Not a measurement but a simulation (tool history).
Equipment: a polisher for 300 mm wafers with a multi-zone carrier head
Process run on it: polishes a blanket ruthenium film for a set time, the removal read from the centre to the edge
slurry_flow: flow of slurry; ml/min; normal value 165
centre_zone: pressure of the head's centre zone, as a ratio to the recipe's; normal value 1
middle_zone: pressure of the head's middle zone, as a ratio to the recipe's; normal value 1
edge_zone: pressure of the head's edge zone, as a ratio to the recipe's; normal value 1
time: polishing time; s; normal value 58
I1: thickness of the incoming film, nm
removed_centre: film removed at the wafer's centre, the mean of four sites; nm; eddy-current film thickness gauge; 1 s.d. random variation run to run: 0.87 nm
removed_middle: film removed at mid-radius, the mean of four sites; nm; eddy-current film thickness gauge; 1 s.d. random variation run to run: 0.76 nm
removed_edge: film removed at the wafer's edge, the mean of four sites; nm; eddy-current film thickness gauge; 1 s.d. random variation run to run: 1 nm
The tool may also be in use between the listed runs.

Run 1, hour 0: usual settings but centre_zone 1.08, middle_zone 1.1, edge_zone 0.93, time 44 s; I1 278.5. Result: removed_centre 78.5 nm, removed_middle 76.1 nm, removed_edge 66.6 nm.
Run 2, hour 15.7: usual settings but middle_zone 1.07; I1 279.5. Result: removed_centre 94.5 nm, removed_middle 98.9 nm, removed_edge 91.5 nm.
Run 3, hour 27.8: usual settings but slurry_flow 220 ml/min, time 39 s; I1 285.6. Result: removed_centre 66.5 nm, removed_middle 64.8 nm, removed_edge 64.3 nm.
At hour 31.9: slurry nozzle cleaned.
At hour 34.4: carrier head's membrane replaced by a new one, of another model than before.
Run 4, hour 34.9: usual settings; I1 278.2. Result: removed_centre 93.9 nm, removed_middle 93.2 nm, removed_edge 92.4 nm.
Run 5, hour 46.1: usual settings; I1 278.8. Result: removed_centre 93.8 nm, removed_middle 93.1 nm, removed_edge 91.3 nm.
Run 6, hour 55.9: usual settings; I1 280.6. Result: removed_centre 93.3 nm, removed_middle 93.9 nm, removed_edge 92.4 nm.
At hour 62.6: edge zone pressure recalibrated.
Run 7, hour 63.9: usual settings; I1 277.4. Result: removed_centre 93.2 nm, removed_middle 92.9 nm, removed_edge 90.1 nm.
Run 8, hour 73.6: usual settings; I1 277.1. Result: removed_centre 94.6 nm, removed_middle 93.9 nm, removed_edge 91.6 nm.
At hour 82.8: worn pad replaced by a new one.
Run 9, hour 90.6: usual settings; I1 281.3. Result: removed_centre 93.7 nm, removed_middle 93.3 nm, removed_edge 92.4 nm.
Run 10, hour 97.9: usual settings but centre_zone 0.94, edge_zone 1.05, time 47 s; I1 280.1. Result: removed_centre 72.4 nm, removed_middle 75.7 nm, removed_edge 75.9 nm.
Run 11, hour 108.5: usual settings; I1 280.9. Result: removed_centre 92.8 nm, removed_middle 93.7 nm, removed_edge 92.4 nm.
Run 12, hour 118.6: usual settings but slurry_flow 125 ml/min, middle_zone 0.91, edge_zone 0.93, time 41 s; I1 281.7. Result: removed_centre 61.2 nm, removed_middle 58.2 nm, removed_edge 61 nm.
Run 13, hour 126: usual settings but slurry_flow 125 ml/min, middle_zone 0.96, edge_zone 1.11; I1 281.4. Result: removed_centre 85.6 nm, removed_middle 86.2 nm, removed_edge 89.5 nm.
Run 14, hour 142: usual settings; I1 280.1. Result: removed_centre 91.8 nm, removed_middle 93.1 nm, removed_edge 91.8 nm.
Run 15, hour 152.1: usual settings but middle_zone 0.9; I1 276.7. Result: removed_centre 93.2 nm, removed_middle 87 nm, removed_edge 91 nm.
Run 16, hour 160.8: usual settings but slurry_flow 135 ml/min; I1 276.6. Result: removed_centre 88.8 nm, removed_middle 89.5 nm, removed_edge 87.7 nm.
Run 17, hour 175.2: usual settings but edge_zone 1.08; I1 277.5. Result: removed_centre 91.8 nm, removed_middle 94 nm, removed_edge 94 nm.
Run 18, hour 190.7: usual settings but centre_zone 0.95; I1 278.9. Result: removed_centre 88.4 nm, removed_middle 93 nm, removed_edge 90.8 nm.
Run 19, hour 202.9: usual settings but slurry_flow 150 ml/min, centre_zone 0.88; I1 279.6. Result: removed_centre 84.2 nm, removed_middle 91.5 nm, removed_edge 89.4 nm.
At hour 208.3: worn pad replaced by a new one.
Run 20, hour 218.2: usual settings; I1 273.8. Result: removed_centre 92.3 nm, removed_middle 93.3 nm, removed_edge 89.3 nm.
Run 21, hour 229.8: usual settings but edge_zone 1.09; I1 277.2. Result: removed_centre 91.9 nm, removed_middle 94.7 nm, removed_edge 93.9 nm.
Run 22, hour 246.5: usual settings but slurry_flow 115 ml/min, middle_zone 1.07, edge_zone 1.04, time 41 s; I1 279.4. Result: removed_centre 57.9 nm, removed_middle 63.5 nm, removed_edge 60 nm.

Measured minus without-hidden-state, run by run (identical run-to-run variation in each term; gauge scatter may differ):
The tool's hidden condition here consists of: removal rate lost through wear of the pad, %; slurry flow missing at the pad, %; deviation of the centre zone's pressure from its setpoint, %; deviation of the edge zone's pressure from its setpoint, %.
run  removed_centre
  1            -0.2
  2            -0.7
  3            -0.8
  4            -0.8
  5            -0.9
  6            -1.1
  7            -1.2
  8            -1.4
  9            -1.6
 10            -1.3
 11            -1.9
 12            -1.4
 13            -1.9
 14            -2.3
 15            -2.5
 16            -2.4
 17            -2.7
 18            -2.8
 19            -2.8
 20            -3.2
 21            -3.4
 22            -2.2
For removed_middle, the value without the hidden state is never more than 0.1 nm from the measured value.
removed_edge: measured minus the no-hidden-state value equals 0 in all runs.

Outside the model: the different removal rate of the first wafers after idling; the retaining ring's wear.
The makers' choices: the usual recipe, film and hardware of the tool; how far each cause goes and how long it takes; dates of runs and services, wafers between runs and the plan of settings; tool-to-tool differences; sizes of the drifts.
